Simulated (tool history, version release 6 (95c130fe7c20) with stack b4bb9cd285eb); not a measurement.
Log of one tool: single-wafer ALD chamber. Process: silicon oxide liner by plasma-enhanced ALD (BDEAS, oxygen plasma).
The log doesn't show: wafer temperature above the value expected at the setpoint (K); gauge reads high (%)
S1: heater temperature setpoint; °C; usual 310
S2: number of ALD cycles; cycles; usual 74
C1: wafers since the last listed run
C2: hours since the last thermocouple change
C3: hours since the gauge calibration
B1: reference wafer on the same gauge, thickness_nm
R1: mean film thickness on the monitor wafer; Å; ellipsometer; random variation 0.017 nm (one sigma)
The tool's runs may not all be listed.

{"run": 1, "day": 0.0, "S1": 310, "S2": 74, "C1": 0, "C2": 2444.4, "C3": 371.6, "B1": 7.503, "R1": 68.8}
{"run": 2, "day": 2.708, "S1": 310, "S2": 74, "C1": 423, "C2": 2509.4, "C3": 436.6, "B1": 7.491, "R1": 68.67}
{"run": 3, "day": 5.383, "S1": 310, "S2": 74, "C1": 417, "C2": 2573.6, "C3": 500.8, "B1": 7.481, "R1": 68.8}
{"run": 4, "day": 8.512, "S1": 310, "S2": 74, "C1": 488, "C2": 2648.7, "C3": 575.9, "B1": 7.48, "R1": 68.86}
{"run": 5, "day": 10.729, "S1": 310, "S2": 74, "C1": 346, "C2": 2701.9, "C3": 629.1, "B1": 7.465, "R1": 68.49}
{"run": 6, "day": 13.238, "S1": 310, "S2": 78, "C1": 391, "C2": 2762.1, "C3": 689.3, "B1": 7.457, "R1": 72.25}
{"run": 7, "day": 15.879, "S1": 310, "S2": 74, "C1": 412, "C2": 2825.5, "C3": 752.7, "B1": 7.446, "R1": 68.56}
{"run": 8, "day": 17.712, "S1": 310, "S2": 74, "C1": 286, "C2": 2869.5, "C3": 796.7, "B1": 7.441, "R1": 68.18}
{"day": 19.133, "done": "thermocouple changed; heater temperature recalibrated"}
{"run": 9, "day": 19.375, "S1": 310, "S2": 74, "C1": 207, "C2": 5.8, "C3": 836.6, "B1": 7.431, "R1": 68.4}
{"day": 20.767, "done": "gauge calibrated"}
{"run": 10, "day": 20.946, "S1": 310, "S2": 61, "C1": 245, "C2": 43.5, "C3": 4.3, "B1": 7.532, "R1": 57.21}
{"run": 11, "day": 22.354, "S1": 304, "S2": 68, "C1": 219, "C2": 77.3, "C3": 38.1, "B1": 7.524, "R1": 64.18}
{"run": 12, "day": 24.788, "S1": 310, "S2": 74, "C1": 380, "C2": 135.7, "C3": 96.5, "B1": 7.536, "R1": 69.18}
{"run": 13, "day": 27.35, "S1": 316, "S2": 74, "C1": 400, "C2": 197.2, "C3": 158.0, "B1": 7.527, "R1": 68.77}
{"run": 14, "day": 28.488, "S1": 310, "S2": 74, "C1": 177, "C2": 224.5, "C3": 185.3, "B1": 7.525, "R1": 69.37}
{"run": 15, "day": 30.417, "S1": 320, "S2": 70, "C1": 301, "C2": 270.8, "C3": 231.6, "B1": 7.522, "R1": 64.54}
{"run": 16, "day": 32.117, "S1": 304, "S2": 79, "C1": 265, "C2": 311.6, "C3": 272.4, "B1": 7.522, "R1": 74.27}
{"run": 17, "day": 34.762, "S1": 310, "S2": 74, "C1": 413, "C2": 375.1, "C3": 335.9, "B1": 7.511, "R1": 69.2}
{"run": 18, "day": 36.417, "S1": 310, "S2": 68, "C1": 258, "C2": 414.8, "C3": 375.6, "B1": 7.509, "R1": 63.4}

3 ways to go on from here, each from the tool as it stands after run 18. What would each give?
{"run": "A", "day": 36.438, "S1": 310, "S2": 69, "C1": 3, "C2": 415.3, "C3": 376.1, "B1": "?", "R1": "?"}
{"run": "B", "day": 36.438, "S1": 314, "S2": 63, "C1": 3, "C2": 415.3, "C3": 376.1, "B1": "?", "R1": "?"}
{"run": "C", "day": 36.438, "S1": 324, "S2": 74, "C1": 3, "C2": 415.3, "C3": 376.1, "B1": "?", "R1": "?"}

run=A B1=7.503 R1=64.34
run=B B1=7.503 R1=58.45
run=C B1=7.503 R1=67.80
Without the tool's hidden state the same runs would have given:
run=A R1=64.33
run=B R1=58.44
run=C R1=67.78
